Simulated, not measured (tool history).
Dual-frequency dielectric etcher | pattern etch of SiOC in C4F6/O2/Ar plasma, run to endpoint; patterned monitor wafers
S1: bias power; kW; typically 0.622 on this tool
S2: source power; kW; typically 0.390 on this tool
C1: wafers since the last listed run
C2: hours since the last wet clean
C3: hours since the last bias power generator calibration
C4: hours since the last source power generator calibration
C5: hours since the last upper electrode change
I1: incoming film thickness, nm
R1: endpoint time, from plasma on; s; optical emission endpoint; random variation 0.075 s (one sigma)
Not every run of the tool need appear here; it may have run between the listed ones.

Run 1, day 0.000: usual settings but S2 0.320 kW; C1 0; C2 238.0; C3 1110.2; C4 2532.8; C5 2850.0; I1 31.69. Result: R1 10.9 s.
Run 2, day 4.346: usual settings but S2 0.320 kW; C1 1814; C2 342.3; C3 1214.5; C4 2637.1; C5 2954.3; I1 31.99. Result: R1 10.8 s.
Run 3, day 8.046: usual settings but S2 0.320 kW; C1 1544; C2 431.1; C3 1303.3; C4 2725.9; C5 3043.1; I1 32.13. Result: R1 11.0 s.
Run 4, day 12.258: usual settings but S1 0.724 kW; C1 1758; C2 532.2; C3 1404.4; C4 2827.0; C5 3144.2; I1 31.76. Result: R1 9.0 s.
Run 5, day 16.358: usual settings but S1 0.724 kW; C1 1711; C2 630.6; C3 1502.8; C4 2925.4; C5 3242.6; I1 31.99. Result: R1 9.0 s.
Run 6, day 20.788: usual settings but S2 0.460 kW; C1 1849; C2 736.9; C3 1609.1; C4 3031.7; C5 3348.9; I1 31.94. Result: R1 8.9 s.
At day 24.312: wet clean of the chamber.
Run 7, day 25.212: usual settings but S2 0.460 kW; C1 1430; C2 21.6; C3 1715.3; C4 3137.9; C5 3455.1; I1 32.28. Result: R1 9.0 s.
At day 25.954: bias power generator calibrated.
Run 8, day 33.508: usual settings; C1 3394; C2 220.7; C3 181.3; C4 3337.0; C5 3654.2; I1 31.96. Result: R1 10.1 s.
Run 9, day 36.971: usual settings; C1 1445; C2 303.8; C3 264.4; C4 3420.1; C5 3737.3; I1 31.80. Result: R1 9.9 s.
Run 10, day 39.896: usual settings but S1 0.692 kW, S2 0.470 kW; C1 1221; C2 374.0; C3 334.6; C4 3490.3; C5 3807.5; I1 31.96. Result: R1 8.6 s.
Run 11, day 41.904: usual settings but S1 0.692 kW, S2 0.470 kW; C1 838; C2 422.2; C3 382.8; C4 3538.5; C5 3855.7; I1 32.21. Result: R1 8.6 s.
At day 45.546: upper electrode replaced.
Run 12, day 45.567: usual settings but S1 0.692 kW, S2 0.470 kW; C1 1111; C2 510.1; C3 470.7; C4 3626.4; C5 0.5; I1 32.01. Result: R1 8.6 s.
Run 13, day 47.021: usual settings; C1 607; C2 545.0; C3 505.6; C4 3661.3; C5 35.4; I1 31.74. Result: R1 10.0 s.
Run 14, day 50.225: usual settings; C1 1337; C2 621.9; C3 582.5; C4 3738.2; C5 112.3; I1 32.18. Result: R1 10.1 s.
Run 15, day 52.146: usual settings; C1 802; C2 668.0; C3 628.6; C4 3784.3; C5 158.4; I1 32.04. Result: R1 10.0 s.
At day 55.817: wet clean of the chamber.
Run 16, day 56.550: usual settings but S1 0.734 kW, S2 0.320 kW; C1 1421; C2 17.6; C3 734.3; C4 3890.0; C5 264.1; I1 32.01. Result: R1 9.9 s.
Run 17, day 58.842: usual settings but S1 0.470 kW, S2 0.460 kW; C1 956; C2 72.6; C3 789.3; C4 3945.0; C5 319.1; I1 31.98. Result: R1 10.8 s.
Run 18, day 62.188: usual settings but S1 0.504 kW, S2 0.340 kW; C1 1397; C2 152.9; C3 869.6; C4 4025.3; C5 399.4; I1 32.30. Result: R1 12.3 s.
Run 19, day 64.029: usual settings but S1 0.535 kW; C1 769; C2 197.1; C3 913.8; C4 4069.5; C5 443.6; I1 31.72. Result: R1 10.7 s.
At day 66.392: source power generator calibrated.
Run 20, day 67.175: usual settings but S1 0.770 kW, S2 0.310 kW; C1 1243; C2 272.6; C3 989.3; C4 18.8; C5 519.1; I1 32.27. Result: R1 9.9 s.
Run 21, day 71.279: usual settings but S1 0.762 kW, S2 0.360 kW; C1 1713; C2 371.1; C3 1087.8; C4 117.3; C5 617.6; I1 31.83. Result: R1 9.1 s.
Run 22, day 74.867: usual settings but S1 0.710 kW, S2 0.350 kW; C1 1497; C2 457.2; C3 1173.9; C4 203.4; C5 703.7; I1 31.88. Result: R1 9.6 s.
At day 83.425: wet clean of the chamber.
Run 23, day 87.583: usual settings but S1 0.501 kW; C1 4892; C2 99.8; C3 1479.1; C4 508.6; C5 1008.9; I1 31.55. Result: R1 11.1 s.
Run 24, day 91.971: usual settings; C1 1832; C2 205.1; C3 1584.4; C4 613.9; C5 1114.2; I1 31.64. Result: R1 9.6 s.
Run 25, day 96.238: usual settings but S1 0.739 kW, S2 0.310 kW; C1 1781; C2 307.5; C3 1686.8; C4 716.3; C5 1216.6; I1 32.07. Result: R1 9.8 s.
At day 97.250: bias power generator calibrated.
Run 26, day 98.088: usual settings but S1 0.480 kW, S2 0.320 kW; C1 702; C2 351.9; C3 20.1; C4 760.7; C5 1261.0; I1 32.37. Result: R1 13.1 s.
Run 27, day 102.075: usual settings but S2 0.470 kW; C1 1665; C2 447.6; C3 115.8; C4 856.4; C5 1356.7; I1 31.99. Result: R1 9.2 s.
Run 28, day 106.350: usual settings; C1 1785; C2 550.2; C3 218.4; C4 959.0; C5 1459.3; I1 31.85. Result: R1 10.0 s.
Run 29, day 108.242: usual settings but S1 0.540 kW; C1 789; C2 595.6; C3 263.8; C4 1004.4; C5 1504.7; I1 32.03. Result: R1 10.8 s.
Run 30, day 110.354: usual settings but S2 0.330 kW; C1 882; C2 646.3; C3 314.5; C4 1055.1; C5 1555.4; I1 31.87. Result: R1 10.9 s.
At day 111.396: wet clean of the chamber.
Run 31, day 112.438: usual settings but S1 0.734 kW, S2 0.320 kW; C1 452; C2 25.0; C3 364.5; C4 1105.1; C5 1605.4; I1 32.12. Result: R1 10.1 s.
Run 32, day 114.404: usual settings but S1 0.709 kW, S2 0.430 kW; C1 821; C2 72.2; C3 411.7; C4 1152.3; C5 1652.6; I1 32.10. Result: R1 9.0 s.
Run 33, day 116.408: usual settings but S1 0.761 kW; C1 836; C2 120.3; C3 459.8; C4 1200.4; C5 1700.7; I1 32.05. Result: R1 8.8 s.
Run 34, day 119.825: usual settings; C1 1426; C2 202.3; C3 541.8; C4 1282.4; C5 1782.7; I1 32.09. Result: R1 10.2 s.
Run 35, day 132.900: usual settings but S1 0.690 kW, S2 0.430 kW; C1 5459; C2 516.1; C3 855.6; C4 1596.2; C5 2096.5; I1 32.03. Result: R1 9.1 s.
Run 36, day 135.217: usual settings but S2 0.350 kW; C1 967; C2 571.7; C3 911.2; C4 1651.8; C5 2152.1; I1 31.91. Result: R1 10.3 s.

Give the tool's hidden conditions for every run:
etch rate over this chamber's usual, %: 0 at every run
source power that arrives over what is set, %: 0 at every run
H1: bias power that arrives over what is set, %
run      H1
  1    1.33
  2    1.71
  3    2.06
  4    2.49
  5    2.93
  6    3.45
  7       4
  8   0.175
  9   0.233
 10   0.298
 11   0.352
 12   0.469
 13   0.522
 14   0.653
 15    0.74
 16   0.964
 17    1.09
 18     1.3
 19    1.43
 20    1.65
 21    1.97
 22    2.27
 23    3.53
 24    4.04
 25    4.56
 26  0.0885
 27   0.109
 28   0.162
 29   0.196
 30   0.242
 31   0.295
 32   0.352
 33   0.417
 34   0.545
 35    1.23
 36    1.38
